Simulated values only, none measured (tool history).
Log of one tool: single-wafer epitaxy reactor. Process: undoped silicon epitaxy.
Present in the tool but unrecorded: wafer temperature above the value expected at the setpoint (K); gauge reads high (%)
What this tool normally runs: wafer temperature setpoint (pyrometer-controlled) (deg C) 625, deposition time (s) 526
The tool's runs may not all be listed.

run     day  wafer temperature setpoint (pyrometer-controlled) (deg C)  deposition time (s)  wafers since the last listed run  hours since the last pyrometer calibration  hours since the gauge calibration  read-back reference wafer on the same gauge, thickness_nm  mean film thickness on the monitor wafer (angstrom)
  1       0                                                        630                  469                                 0                                       780.3                              141.3                                                     53.291                                               503.84
  2   1.512                                                        614                  526                               179                                       816.6                              177.6                                                     53.196                                               368.61
  3   3.467                                                        614                  526                               231                                       863.5                              224.5                                                     53.097                                                368.5
  4   5.979                                                        618                  450                               297                                       923.8                              284.8                                                     53.019                                                351.3
  5   8.942                                                        633                  526                               351                                       994.9                              355.9                                                     52.988                                               606.92
  6  10.033                                                        633                  526                               129                                      1021.1                              382.1                                                     52.961                                               605.55
  7  12.096                                                        625                  526                               244                                      1070.6                              431.6                                                     52.912                                               492.51
     12.983  -- gauge calibrated
  8  13.829                                                        625                  526                               205                                      1112.2                               20.3                                                     53.754                                               500.24
  9  16.171                                                        639                  526                               277                                      1168.4                               76.5                                                     53.529                                               713.55
 10  17.671                                                        625                  454                               177                                      1204.4                              112.5                                                     53.343                                               429.08
 11   20.45                                                        625                  526                               329                                      1271.1                              179.2                                                     53.206                                               491.97
     22.796  -- pyrometer calibrated
 12  23.308                                                        639                  592                               299                                        12.3                              247.8                                                     53.077                                               797.57
 13  25.012                                                        625                  585                               201                                        53.2                              288.7                                                     53.002                                               549.14
 14  26.375                                                        630                  582                               161                                        85.9                              321.4                                                     53.004                                               622.39
 15  27.796                                                        625                  526                               168                                         120                              355.5                                                     52.976                                               491.59
 16  29.971                                                        639                  446                               257                                       172.2                              407.7                                                     52.947                                               598.12

Hidden condition of the tool, last listed run before each entry between runs versus first listed run after:
Logged between run 7 and run 8: gauge calibrated (day 12.983)
  gauge reads high (%): -2.16 -> -0.597
  measured less the result without the state, mean film thickness on the monitor wafer (angstrom): -10.9 -> -3
Logged between run 11 and run 12: pyrometer calibrated (day 22.796)
  gauge reads high (%): -1.69 -> -1.9
  measured less the result without the state, mean film thickness on the monitor wafer (angstrom): -8.45 -> -15.49
